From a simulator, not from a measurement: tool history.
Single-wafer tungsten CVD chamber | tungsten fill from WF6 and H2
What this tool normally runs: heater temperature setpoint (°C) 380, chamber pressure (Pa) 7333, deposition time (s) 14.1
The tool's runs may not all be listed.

| run | hour | heater temperature setpoint (°C) | chamber pressure (Pa) | deposition time (s) | read-back reference wafer on the same gauge, thickness_nm | mean film thickness on the monitor wafer (nm) |
|---|---|---|---|---|---|---|
| 1 | 0 | 380 | 7333 | 14.1 | 39.73 | 37.258 |
| 2 | 57.9 | 380 | 7333 | 14.1 | 39.677 | 37.292 |
| 3 | 84.7 | 380 | 7333 | 14.1 | 39.727 | 37.418 |
| 4 | 128.7 | 380 | 7333 | 14.1 | 39.714 | 37.176 |
| 5 | 188 | 380 | 7333 | 14.1 | 39.689 | 37.45 |
| 6 | 257.5 | 375 | 6306 | 14.1 | 39.711 | 30.373 |
| 7 | 325.8 | 375 | 6306 | 14.1 | 39.704 | 30.838 |
| 8 | 379.5 | 380 | 7333 | 14.1 | 39.721 | 36.963 |
| 9 | 429.6 | 380 | 7333 | 14.1 | 39.68 | 36.877 |
| 10 | 463.1 | 380 | 6586 | 14.1 | 39.702 | 34.615 |
|  | 505.9 | thermocouple changed; heater temperature recalibrated |
|  | 602.7 | showerhead replaced |
|  | 634.6 | capacitance manometer re-zeroed and calibrated |
| 11 | 641.6 | 380 | 7333 | 14.1 | 39.724 | 37.54 |
|  | 666.8 | gauge calibrated |
| 12 | 707.8 | 380 | 7333 | 14.1 | 39.688 | 37.279 |
| 13 | 762.5 | 380 | 7333 | 14.1 | 39.706 | 37.364 |
| 14 | 806 | 380 | 7333 | 14.1 | 39.696 | 37.414 |
| 15 | 864 | 380 | 7333 | 14.1 | 39.7 | 37.496 |
| 16 | 929.8 | 380 | 7333 | 14.1 | 39.695 | 37.665 |
| 17 | 962.4 | 380 | 8719 | 12.7 | 39.645 | 37.294 |
| 18 | 990.9 | 390 | 7333 | 14.1 | 39.682 | 46.462 |
| 19 | 1021.2 | 387 | 8306 | 13.2 | 39.688 | 43.996 |
| 20 | 1064.6 | 380 | 7333 | 14.1 | 39.679 | 37.906 |
| 21 | 1120.3 | 380 | 8413 | 16.9 | 39.73 | 49.068 |
| 22 | 1165.2 | 375 | 6306 | 14.1 | 39.66 | 31.369 |
| 23 | 1220.3 | 393 | 7333 | 13 | 39.72 | 45.305 |
| 24 | 1258 | 374 | 6346 | 14.1 | 39.704 | 30.683 |
| 25 | 1301.7 | 380 | 7333 | 14.1 | 39.706 | 38.175 |
| 26 | 1371.6 | 373 | 6559 | 11.4 | 39.692 | 24.757 |
| 27 | 1427.8 | 380 | 8559 | 14.1 | 39.715 | 41.342 |
| 28 | 1485.8 | 369 | 8906 | 16.6 | 39.674 | 39.252 |

Expected results for the next run?
| 29 | 1538.4 | 380 | 7333 | 14.1 | ? | ? |

For run 29 the tool returned read-back reference wafer on the same gauge, thickness_nm 39.691, mean film thickness on the monitor wafer (nm) 37.887.
Minus the tool's unlogged condition, the same run would have read mean film thickness on the monitor wafer (nm) 37.048.
